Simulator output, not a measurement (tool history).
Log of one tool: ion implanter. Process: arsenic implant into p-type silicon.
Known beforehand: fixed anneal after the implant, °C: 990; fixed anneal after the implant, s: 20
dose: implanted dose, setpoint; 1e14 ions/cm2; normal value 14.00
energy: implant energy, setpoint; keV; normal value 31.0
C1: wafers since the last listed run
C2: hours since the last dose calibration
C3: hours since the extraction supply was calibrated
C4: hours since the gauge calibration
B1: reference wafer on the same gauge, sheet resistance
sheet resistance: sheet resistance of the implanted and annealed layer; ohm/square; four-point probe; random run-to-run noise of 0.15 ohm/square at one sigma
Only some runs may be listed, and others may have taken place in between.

run 1 hour=0.0 | dose=14.00 energy=39.0 | C1=0 C2=1891.1 C3=3704.1 C4=65.1 | B1=99.40 | sheet_resistance=91.46
run 2 hour=11.6 | dose=14.00 energy=39.0 | C1=252 C2=1902.7 C3=3715.7 C4=76.7 | B1=99.46 | sheet_resistance=91.47
run 3 hour=19.5 | dose=14.00 energy=39.0 | C1=171 C2=1910.6 C3=3723.6 C4=84.6 | B1=99.47 | sheet_resistance=91.43
run 4 hour=32.1 | dose=14.00 energy=31.0 | C1=274 C2=1923.2 C3=3736.2 C4=97.2 | B1=99.44 | sheet_resistance=99.08
run 5 hour=40.7 | dose=14.00 energy=31.0 | C1=187 C2=1931.8 C3=3744.8 C4=105.8 | B1=99.58 | sheet_resistance=99.21
run 6 hour=47.1 | dose=14.00 energy=36.0 | C1=139 C2=1938.2 C3=3751.2 C4=112.2 | B1=99.56 | sheet_resistance=94.06
run 7 hour=58.0 | dose=14.00 energy=36.0 | C1=237 C2=1949.1 C3=3762.1 C4=123.1 | B1=99.62 | sheet_resistance=93.93
run 8 hour=72.9 | dose=14.00 energy=36.0 | C1=324 C2=1964.0 C3=3777.0 C4=138.0 | B1=99.60 | sheet_resistance=94.09
run 9 hour=82.9 | dose=14.00 energy=31.0 | C1=217 C2=1974.0 C3=3787.0 C4=148.0 | B1=99.55 | sheet_resistance=98.99
run 10 hour=92.2 | dose=14.00 energy=31.0 | C1=202 C2=1983.3 C3=3796.3 C4=157.3 | B1=99.59 | sheet_resistance=99.20
-- hour=94.9 gauge calibrated
run 11 hour=99.0 | dose=14.00 energy=36.5 | C1=148 C2=1990.1 C3=3803.1 C4=4.1 | B1=98.77 | sheet_resistance=92.61
run 12 hour=107.2 | dose=14.00 energy=36.5 | C1=178 C2=1998.3 C3=3811.3 C4=12.3 | B1=98.76 | sheet_resistance=92.98
run 13 hour=113.4 | dose=14.00 energy=36.5 | C1=134 C2=2004.5 C3=3817.5 C4=18.5 | B1=98.96 | sheet_resistance=92.78
-- hour=124.9 extraction supply calibrated
run 14 hour=125.4 | dose=14.00 energy=28.0 | C1=87 C2=2016.5 C3=0.5 C4=30.5 | B1=98.94 | sheet_resistance=102.44
run 15 hour=132.9 | dose=14.00 energy=28.0 | C1=163 C2=2024.0 C3=8.0 C4=38.0 | B1=98.98 | sheet_resistance=102.45
run 16 hour=144.5 | dose=14.00 energy=31.0 | C1=252 C2=2035.6 C3=19.6 C4=49.6 | B1=99.13 | sheet_resistance=98.56
run 17 hour=152.1 | dose=16.84 energy=25.0 | C1=165 C2=2043.2 C3=27.2 C4=57.2 | B1=99.14 | sheet_resistance=101.90
-- hour=202.2 Faraday cup replaced and dose calibrated
run 18 hour=203.9 | dose=14.00 energy=31.0 | C1=953 C2=1.7 C3=79.0 C4=109.0 | B1=99.34 | sheet_resistance=98.85
run 19 hour=215.0 | dose=10.42 energy=31.0 | C1=241 C2=12.8 C3=90.1 C4=120.1 | B1=99.28 | sheet_resistance=113.40
run 20 hour=231.2 | dose=11.32 energy=35.5 | C1=352 C2=29.0 C3=106.3 C4=136.3 | B1=99.41 | sheet_resistance=104.24
run 21 hour=237.9 | dose=16.71 energy=20.5 | C1=145 C2=35.7 C3=113.0 C4=143.0 | B1=99.40 | sheet_resistance=110.75
run 22 hour=253.2 | dose=10.31 energy=31.0 | C1=333 C2=51.0 C3=128.3 C4=158.3 | B1=99.37 | sheet_resistance=114.20
run 23 hour=267.0 | dose=16.32 energy=40.0 | C1=300 C2=64.8 C3=142.1 C4=172.1 | B1=99.34 | sheet_resistance=85.62
run 24 hour=274.0 | dose=10.65 energy=24.5 | C1=152 C2=71.8 C3=149.1 C4=179.1 | B1=99.45 | sheet_resistance=121.04
-- hour=278.5 gauge calibrated
run 25 hour=287.4 | dose=10.77 energy=20.5 | C1=291 C2=85.2 C3=162.5 C4=8.9 | B1=98.90 | sheet_resistance=126.46
run 26 hour=298.8 | dose=14.00 energy=31.0 | C1=248 C2=96.6 C3=173.9 C4=20.3 | B1=98.94 | sheet_resistance=98.61
run 27 hour=313.8 | dose=11.78 energy=31.0 | C1=326 C2=111.6 C3=188.9 C4=35.3 | B1=99.08 | sheet_resistance=106.30
run 28 hour=320.7 | dose=11.32 energy=35.5 | C1=150 C2=118.5 C3=195.8 C4=42.2 | B1=99.12 | sheet_resistance=104.10
run 29 hour=354.7 | dose=14.00 energy=31.0 | C1=740 C2=152.5 C3=229.8 C4=76.2 | B1=99.30 | sheet_resistance=98.83
run 30 hour=369.4 | dose=14.00 energy=24.5 | C1=319 C2=167.2 C3=244.5 C4=90.9 | B1=99.33 | sheet_resistance=107.95

Some steps in sheet resistance, run to run, broken into two amounts with sign: the step expected even without the hidden condition (settings, incoming material, random variation), and the rest, left for the hidden condition together with whatever gauge scatter is not in both the measured and the hidden-condition-free result:
What the log doesn't record here: deviation of the true dose from the Faraday cup's reading, %; deviation of the true energy from its setpoint, %; gauge reads high (%).
Run 10 -> 11: energy 31.0 -> 36.5, gauge calibrated. sheet resistance -6.59 ohm/square: hidden state -0.88, all else -5.71.
Run 22 -> 23: dose 10.31 -> 16.32, energy 31.0 -> 40.0. sheet resistance -28.58 ohm/square: hidden state -0.16, all else -28.42.
Run 23 -> 24: dose 16.32 -> 10.65, energy 40.0 -> 24.5. sheet resistance +35.42 ohm/square: hidden state +0.22, all else +35.20.
Run 24 -> 25: dose 10.65 -> 10.77, energy 24.5 -> 20.5, gauge calibrated. sheet resistance +5.42 ohm/square: hidden state -0.66, all else +6.08.
Run 25 -> 26: dose 10.77 -> 14.00, energy 20.5 -> 31.0. sheet resistance -27.85 ohm/square: hidden state +0.10, all else -27.95.
